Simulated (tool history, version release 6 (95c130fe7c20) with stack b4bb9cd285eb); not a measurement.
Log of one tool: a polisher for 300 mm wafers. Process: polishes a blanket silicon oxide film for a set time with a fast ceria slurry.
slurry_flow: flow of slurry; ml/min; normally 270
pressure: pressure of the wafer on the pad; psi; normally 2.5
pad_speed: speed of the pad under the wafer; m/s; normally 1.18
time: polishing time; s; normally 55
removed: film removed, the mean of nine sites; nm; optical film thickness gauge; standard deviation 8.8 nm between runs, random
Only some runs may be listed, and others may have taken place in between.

run	hour	slurry_flow	pressure	pad_speed	time	wafers since the last listed run	wafers polished on this pad	hours since the slurry nozzle was cleaned	hours since the head pressure was calibrated	incoming thickness of the incoming film, nm	removed
1	0	340	2.5	0.9	55	0	383	377.2	524.7	2628	619.2
2	35.7	340	2.5	0.9	55	283	666	412.9	560.4	2623.5	606.5
# hour 46: worn pad replaced by a new one
3	46.5	270	2.5	1.18	55	53	3	423.7	571.2	2637.1	706.9
4	58	270	2.5	1.18	55	91	94	435.2	582.7	2618.5	697.8
5	72.7	270	2.5	1.18	55	116	211	449.9	597.4	2583.4	682.7
6	87.9	270	2.5	1.18	55	120	332	465.1	612.6	2632	696.8
7	103.5	270	2.5	1.18	55	123	456	480.7	628.2	2634.4	692.3
# hour 112: head pressure recalibrated
8	116.4	270	2.5	1.18	55	86	542	493.6	4.4	2633.4	763.4
# hour 118: slurry nozzle cleaned
9	123.8	270	2.5	1.18	55	50	593	5.8	11.8	2617.7	765.5
# hour 136.8: worn pad replaced by a new one
10	137.3	270	2.5	1.18	55	75	4	19.3	25.3	2646.7	769.7
11	147.1	330	2.5	1.3	55	77	81	29.1	35.1	2644.8	819.6
12	161.1	340	2.5	0.9	55	111	192	43.1	49.1	2623.1	645.9
13	180	270	2.5	1.18	55	150	342	62	68	2614.2	772.9
14	190.3	270	2.5	1.18	72	81	424	72.3	78.3	2619.4	995.9
# hour 220.5: worn pad replaced by a new one
15	221	270	2.5	1.48	43	211	3	103	109	2658.7	688.3
16	226.3	270	2.2	1.18	55	42	45	108.3	114.3	2630.9	693.8
17	239.8	270	2.5	1.18	55	107	152	121.8	127.8	2614.1	755.3
18	249.6	270	2.5	1.18	65	77	230	131.6	137.6	2613.7	912.4
19	263.2	270	2.5	1.18	55	107	338	145.2	151.2	2648.8	738.7
20	276.8	270	2.5	1.34	55	107	446	158.8	164.8	2630.2	800.9
21	290.4	270	2.5	1.36	40	107	554	172.4	178.4	2642.9	600
22	305.5	195	2.8	1.18	65	119	674	187.5	193.5	2646.7	950.9
# hour 315.8: worn pad replaced by a new one
23	316.3	270	3.4	1.38	64	53	3	198.3	204.3	2592.6	1219.1

Each run again, without the hidden state but with its own random variation kept:
Unlogged tool condition in this case: removal rate lost through wear of the pad, %; slurry flow missing at the pad, %; deviation of the head's pressure from its setpoint, %.
run	removed
1	657.5
2	649.8
3	759.5
4	752
5	738.7
6	757.2
7	755.7
8	753.8
9	755.8
10	760.1
11	809.4
12	638
13	763.9
14	984.6
15	681.3
16	686.9
17	748.4
18	904.5
19	732.9
20	795.4
21	596.4
22	946.5
23	1214.5
